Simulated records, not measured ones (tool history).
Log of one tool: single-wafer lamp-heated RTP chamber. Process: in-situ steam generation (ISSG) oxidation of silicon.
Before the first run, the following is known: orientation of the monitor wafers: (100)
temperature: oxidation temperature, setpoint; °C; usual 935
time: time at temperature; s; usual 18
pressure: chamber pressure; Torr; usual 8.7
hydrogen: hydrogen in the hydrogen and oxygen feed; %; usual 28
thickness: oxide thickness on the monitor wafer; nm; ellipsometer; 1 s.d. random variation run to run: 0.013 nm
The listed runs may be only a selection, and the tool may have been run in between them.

run,hour,temperature,time,pressure,hydrogen,wafers since the last listed run,wafers since the last pyrometer calibration,hours since the pressure gauge was zeroed,hours since the hydrogen flow controller was replaced,hours since the gauge calibration,"read-back reference wafer on the same gauge, thickness",thickness
1,0.0,935,18,8.7,28,0,6124,2634.3,6503.2,160.3,5.151,4.775
2,16.4,935,18,8.7,28,281,6406,2650.7,6519.6,176.7,5.149,4.784
3,22.7,940,18,8.7,28,108,6514,2657.0,6525.9,183.0,5.151,4.866
4,28.9,940,18,8.7,28,106,6621,2663.2,6532.1,189.2,5.154,4.835
5,35.6,940,18,8.7,28,115,6736,2669.9,6538.8,195.9,5.150,4.852
6,48.2,935,18,8.7,28,216,6953,2682.5,6551.4,208.5,5.150,4.786
7,59.1,935,18,8.7,28,187,7140,2693.4,6562.3,219.4,5.148,4.768
8,70.1,935,18,8.7,28,188,7329,2704.4,6573.3,230.4,5.149,4.777
9,85.7,935,18,8.7,28,268,7597,2720.0,6588.9,246.0,5.152,4.820
# hour 98.6: pyrometer window cleaned and pyrometer calibrated
10,99.1,935,18,8.7,28,92,8,2733.4,6602.3,259.4,5.152,4.889
11,109.3,935,18,8.7,28,175,183,2743.6,6612.5,269.6,5.150,4.864
12,118.3,927,16,7.7,20,154,337,2752.6,6621.5,278.6,5.152,4.232
13,128.1,935,18,8.7,28,168,506,2762.4,6631.3,288.4,5.147,4.895
14,144.8,935,18,8.7,24,286,793,2779.1,6648.0,305.1,5.150,4.721
15,156.3,935,18,10.1,28,197,990,2790.6,6659.5,316.6,5.151,4.759
16,173.1,935,14,9.4,22,288,1279,2807.4,6676.3,333.4,5.149,4.117
17,190.2,952,18,9.6,28,293,1573,2824.5,6693.4,350.5,5.150,5.083
18,205.0,935,18,8.7,28,254,1827,2839.3,6708.2,365.3,5.152,4.860
# hour 214.2: pyrometer window cleaned and pyrometer calibrated, repeated, since the last time left the tool worse
# hour 216.6: hydrogen flow controller replaced
# hour 217.7: pressure gauge zeroed
19,218.2,935,18,8.7,28,28,8,0.5,1.6,378.5,5.151,4.728
20,223.7,935,12,8.7,28,94,102,6.0,7.1,384.0,5.153,4.076
21,237.0,935,13,8.7,32,228,331,19.3,20.4,397.3,5.149,4.345
22,254.6,935,12,10.1,28,302,633,36.9,38.0,414.9,5.152,3.966
23,263.3,935,18,8.7,28,149,782,45.6,46.7,423.6,5.147,4.727
24,272.5,954,12,10.2,28,158,941,54.8,55.9,432.8,5.150,4.134
# hour 296.2: gauge calibrated
25,320.8,935,20,10.2,25,829,1770,103.1,104.2,24.6,5.152,4.649
26,335.4,935,18,10.1,28,250,2021,117.7,118.8,39.2,5.151,4.589
27,351.3,935,18,8.7,28,273,2294,133.6,134.7,55.1,5.152,4.732
28,403.2,935,18,7.8,32,891,3186,185.5,186.6,107.0,5.152,4.948
29,416.6,952,18,7.4,32,230,3416,198.9,200.0,120.4,5.150,5.186
30,423.2,935,18,8.7,28,113,3530,205.5,206.6,127.0,5.149,4.735
31,440.6,941,18,8.7,28,298,3829,222.9,224.0,144.4,5.149,4.803

Run 32 comes next. What will it give?
32,481.6,935,18,9.4,28,704,4533,263.9,265.0,185.4,?,?

Run 32 measured read-back reference wafer on the same gauge, thickness 5.148, thickness 4.689 nm.
The same run, on a tool lacking any hidden state, would have yielded thickness 4.657 nm.

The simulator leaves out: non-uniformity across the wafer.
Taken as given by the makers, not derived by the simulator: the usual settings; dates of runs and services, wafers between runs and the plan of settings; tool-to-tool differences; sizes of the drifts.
